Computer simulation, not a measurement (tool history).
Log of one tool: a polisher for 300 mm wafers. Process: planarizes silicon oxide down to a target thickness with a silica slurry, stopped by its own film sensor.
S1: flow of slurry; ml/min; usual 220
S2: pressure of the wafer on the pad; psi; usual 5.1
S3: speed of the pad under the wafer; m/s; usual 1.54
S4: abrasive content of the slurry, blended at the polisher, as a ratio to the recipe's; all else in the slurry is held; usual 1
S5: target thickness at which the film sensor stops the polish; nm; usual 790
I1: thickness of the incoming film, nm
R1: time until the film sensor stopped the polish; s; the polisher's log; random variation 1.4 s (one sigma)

run 1 day=0 | S1=220 S2=5.1 S3=1.54 S4=1 S5=790 | I1=1271.1 | R1=100.3
run 2 day=0.304 | S1=220 S2=5.1 S3=1.54 S4=1 S5=790 | I1=1263.2 | R1=102.6
run 3 day=0.708 | S1=220 S2=5.1 S3=1.54 S4=1 S5=790 | I1=1258.2 | R1=103.8
-- day=0.875 conditioning disc replaced and pad reconditioned
-- day=1.312 worn pad replaced by a new one
run 4 day=1.333 | S1=260 S2=5.1 S3=1.78 S4=1 S5=790 | I1=1254.9 | R1=80.5
run 5 day=1.671 | S1=260 S2=5.1 S3=1.78 S4=1 S5=790 | I1=1294.8 | R1=86.8
run 6 day=2.125 | S1=260 S2=5.1 S3=1.78 S4=1 S5=790 | I1=1257 | R1=82
run 7 day=2.421 | S1=220 S2=5.1 S3=1.54 S4=1 S5=662 | I1=1263 | R1=116.5
run 8 day=3.333 | S1=220 S2=5.1 S3=1.54 S4=1 S5=662 | I1=1269.3 | R1=123.3
run 9 day=3.929 | S1=220 S2=5.1 S3=1.54 S4=1 S5=662 | I1=1258.9 | R1=119.5
run 10 day=4.483 | S1=220 S2=5.9 S3=1.54 S4=1 S5=790 | I1=1279.9 | R1=88.4
run 11 day=4.75 | S1=220 S2=5.9 S3=1.54 S4=1 S5=790 | I1=1265.9 | R1=86.6
run 12 day=5.412 | S1=220 S2=5.1 S3=1.54 S4=1 S5=790 | I1=1247.4 | R1=95.9
run 13 day=5.808 | S1=220 S2=5.7 S3=1.54 S4=0.9 S5=790 | I1=1284 | R1=98.6
-- day=6.062 worn pad replaced by a new one, of another model than before
run 14 day=6.162 | S1=190 S2=5.1 S3=1.94 S4=1 S5=790 | I1=1264.7 | R1=74
-- day=6.504 conditioning disc replaced and pad reconditioned
run 15 day=6.525 | S1=275 S2=6.6 S3=1.7 S4=0.75 S5=790 | I1=1265.2 | R1=78.3
run 16 day=6.746 | S1=155 S2=6.1 S3=1.32 S4=1 S5=790 | I1=1283.8 | R1=107.1
-- day=7.404 slurry nozzle cleaned
run 17 day=7.425 | S1=280 S2=5.1 S3=1.54 S4=0.9 S5=921 | I1=1261.9 | R1=68.5
-- day=7.683 head pressure recalibrated
run 18 day=7.988 | S1=180 S2=5.1 S3=1.28 S4=1.15 S5=927 | I1=1276 | R1=82.6
-- day=8.217 slurry blender recalibrated
run 19 day=8.383 | S1=220 S2=5.1 S3=1.54 S4=1 S5=790 | I1=1285 | R1=101.6
run 20 day=8.871 | S1=220 S2=5.1 S3=1.54 S4=1 S5=953 | I1=1261.3 | R1=62.5
run 21 day=9.425 | S1=220 S2=5.1 S3=1.54 S4=1 S5=790 | I1=1269.3 | R1=97.9
run 22 day=10.171 | S1=175 S2=4.3 S3=1.54 S4=0.85 S5=951 | I1=1258.8 | R1=77.8
run 23 day=10.642 | S1=220 S2=5.1 S3=1 S4=1.15 S5=790 | I1=1273 | R1=156.8
-- day=11.079 worn pad replaced by a new one
-- day=11.179 conditioning disc replaced and pad reconditioned
run 24 day=11.267 | S1=220 S2=5.1 S3=1.54 S4=1 S5=790 | I1=1263.9 | R1=93.6
run 25 day=11.546 | S1=220 S2=5.1 S3=1.94 S4=1 S5=920 | I1=1269.7 | R1=54.9

Some steps in R1 between neighbouring runs. How much of each would the tool show without its hidden state too (settings, what came in, random variation), and how much is left for the hidden state, with any gauge scatter that isn't in both results?
The hidden state here: removal rate lost through wear of the pad, %; slurry flow missing at the pad, %; deviation of the head's pressure from its setpoint, %; abrasive missing from the slurry, %; time polished since the conditioner stopped cutting, s.
Run 3 -> 4: S1 220 -> 260, S3 1.54 -> 1.78, conditioning disc replaced and pad reconditioned, worn pad replaced by a new one. R1 -23.3 s: hidden state -10, all else -13.3.
Run 22 -> 23: S1 175 -> 220, S2 4.3 -> 5.1, S3 1.54 -> 1, S4 0.85 -> 1.15, S5 951 -> 790. R1 +79 s: hidden state +7.9, all else +71.1.
Run 23 -> 24: S3 1 -> 1.54, S4 1.15 -> 1, worn pad replaced by a new one, conditioning disc replaced and pad reconditioned. R1 -63.2 s: hidden state -12.9, all else -50.3.

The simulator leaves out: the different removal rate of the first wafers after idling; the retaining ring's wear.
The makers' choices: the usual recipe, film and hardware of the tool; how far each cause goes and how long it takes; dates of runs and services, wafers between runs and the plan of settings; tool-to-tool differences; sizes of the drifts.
